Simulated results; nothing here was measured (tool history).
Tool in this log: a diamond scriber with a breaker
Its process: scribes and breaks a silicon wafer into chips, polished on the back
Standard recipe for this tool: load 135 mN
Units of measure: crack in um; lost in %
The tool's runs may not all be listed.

| run | hour | load | incoming depth of the damage left on the back of the incoming wafer, um | crack | lost |
|---|---|---|---|---|---|
| 1 | 0.0 | 109 | 0.02 | 7.36 | 2.30 |
| 2 | 65.0 | 109 | 0.03 | 7.48 | 2.23 |
| 3 | 153.4 | 109 | 0.03 | 7.41 | 2.51 |
| 4 | 195.9 | 135 | 0.04 | 7.75 | 0.99 |
| 5 | 290.3 | 135 | 0.01 | 7.79 | 1.18 |
| 6 | 386.7 | 151 | 0.04 | 8.02 | 0.87 |
|  | 408.8 | load on the tip recalibrated |
| 7 | 482.0 | 153 | 0.02 | 8.29 | 0.83 |
| 8 | 570.5 | 152 | 0.04 | 8.08 | 0.93 |
| 9 | 653.0 | 164 | 0.02 | 8.21 | 0.89 |
|  | 764.1 | diamond tip replaced by a new one |
|  | 927.2 | load on the tip recalibrated |
| 10 | 972.9 | 135 | 0.04 | 8.29 | 0.89 |
| 11 | 1078.8 | 135 | 0.04 | 8.18 | 0.89 |
| 12 | 1279.4 | 135 | 0.04 | 7.94 | 1.04 |
| 13 | 1433.7 | 163 | 0.02 | 8.63 | 0.88 |
|  | 1446.6 | load on the tip recalibrated |
| 14 | 1540.3 | 135 | 0.03 | 7.71 | 1.36 |
| 15 | 1647.7 | 170 | 0.02 | 8.44 | 0.87 |
|  | 1730.1 | diamond tip replaced by a new one |
| 16 | 1748.0 | 158 | 0.04 | 8.94 | 1.35 |
| 17 | 1805.7 | 135 | 0.03 | 8.27 | 0.88 |
| 18 | 1908.8 | 135 | 0.02 | 8.19 | 0.83 |
| 19 | 1946.7 | 154 | 0.03 | 8.89 | 0.88 |
|  | 1952.0 | load on the tip recalibrated |
| 20 | 2038.6 | 172 | 0.03 | 9.01 | 1.30 |
| 21 | 2134.9 | 154 | 0.01 | 8.51 | 0.86 |
| 22 | 2229.7 | 115 | 0.01 | 7.39 | 2.21 |
| 23 | 2297.4 | 98 | 0.02 | 6.64 | 4.10 |
| 24 | 2334.1 | 96 | 0.01 | 6.76 | 4.11 |

List, for all runs, the conditions of the tool that the log does not record:
deviation of the load on the tip from its setpoint, %: 0 on each run
H1: share of the diamond tip's cutting effectiveness lost through wear, %
| run | H1 |
|---|---|
| 1 | 4.88 |
| 2 | 5.85 |
| 3 | 7.16 |
| 4 | 7.79 |
| 5 | 9.19 |
| 6 | 10.6 |
| 7 | 12 |
| 8 | 13.3 |
| 9 | 14.6 |
| 10 | 3.91 |
| 11 | 5.48 |
| 12 | 8.46 |
| 13 | 10.7 |
| 14 | 12.3 |
| 15 | 13.9 |
| 16 | 0.554 |
| 17 | 1.41 |
| 18 | 2.94 |
| 19 | 3.5 |
| 20 | 4.86 |
| 21 | 6.29 |
| 22 | 7.7 |
| 23 | 8.7 |
| 24 | 9.24 |
